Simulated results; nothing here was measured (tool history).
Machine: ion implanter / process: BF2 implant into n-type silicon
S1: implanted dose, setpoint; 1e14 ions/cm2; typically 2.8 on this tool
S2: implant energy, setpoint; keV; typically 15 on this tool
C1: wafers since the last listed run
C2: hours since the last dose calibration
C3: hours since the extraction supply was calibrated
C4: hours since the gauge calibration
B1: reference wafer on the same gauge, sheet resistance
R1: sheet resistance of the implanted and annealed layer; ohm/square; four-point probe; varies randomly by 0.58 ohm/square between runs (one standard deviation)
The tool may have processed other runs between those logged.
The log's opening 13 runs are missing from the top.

run	hour	S1	S2	C1	C2	C3	C4	B1	R1
14	160.5	3.52	16.5	275	1692.5	2224.3	349.4	392.83	324.1
# hour 171.4: extraction supply calibrated
15	172.7	3.1	18	64	1704.7	1.3	361.6	393.22	359.67
16	179.6	2.8	15	106	1711.6	8.2	368.5	392.7	397.97
17	185.6	2.8	18	92	1717.6	14.2	374.5	393.02	393.12
18	196.3	2.8	17.5	165	1728.3	24.9	385.2	393.02	393.47
19	205.1	3.31	15	136	1737.1	33.7	394	393.03	345.1
# hour 215.3: Faraday cup replaced and dose calibrated
20	215.8	2.8	13.5	41	0.5	44.4	404.7	393.1	394.68
21	223.7	3.11	12	122	8.4	52.3	412.6	392.8	365.31
22	241	2.8	15	267	25.7	69.6	429.9	393.38	391.15
# hour 253.2: gauge calibrated
23	271	2.8	11	464	55.7	99.6	17.8	393.36	403.09
24	288	2.49	15	262	72.7	116.6	34.8	393.04	432.37
25	294.8	2.35	17	105	79.5	123.4	41.6	393.15	449.87
26	306.8	3.46	17.5	185	91.5	135.4	53.6	392.98	321.96
27	320.7	3.03	10.5	214	105.4	149.3	67.5	393.2	378.94
28	334.8	2.06	18.5	218	119.5	163.4	81.6	393.25	499.66
29	352.6	2.8	15	275	137.3	181.2	99.4	393.03	391.24
30	360	2.04	11.5	114	144.7	188.6	106.8	393	526.65
31	368	2.18	12.5	123	152.7	196.6	114.8	392.95	492.51
32	376.3	2.8	15	128	161	204.9	123.1	393.07	391.12
33	391.7	2.33	19.5	238	176.4	220.3	138.5	393	446.11
34	405.4	2.23	11.5	211	190.1	234	152.2	393.43	486.93
35	417.1	3.4	17	180	201.8	245.7	163.9	393.1	326.77
36	428.6	3.23	13	177	213.3	257.2	175.4	392.65	351.6

Consider 5 possible next runs. They are alternatives, not a sequence: every one starts from the tool as it was left by run 36. What does each give?
A	429	2.8	10	6	213.7	257.6	175.8	?	?
B	429	2.34	18.5	6	213.7	257.6	175.8	?	?
C	429	3.08	15	6	213.7	257.6	175.8	?	?
D	429	3.08	10.5	6	213.7	257.6	175.8	?	?
E	429	2.8	19.5	6	213.7	257.6	175.8	?	?

run	B1	R1
A	393.03	406.58
B	393.03	447.16
C	393.03	359.93
D	393.03	373.52
E	393.03	381.52
With the hidden condition removed and each run's random variation left untouched, the same runs would have given:
run	R1
A	401.75
B	441.7
C	355.56
D	369.14
E	376.86
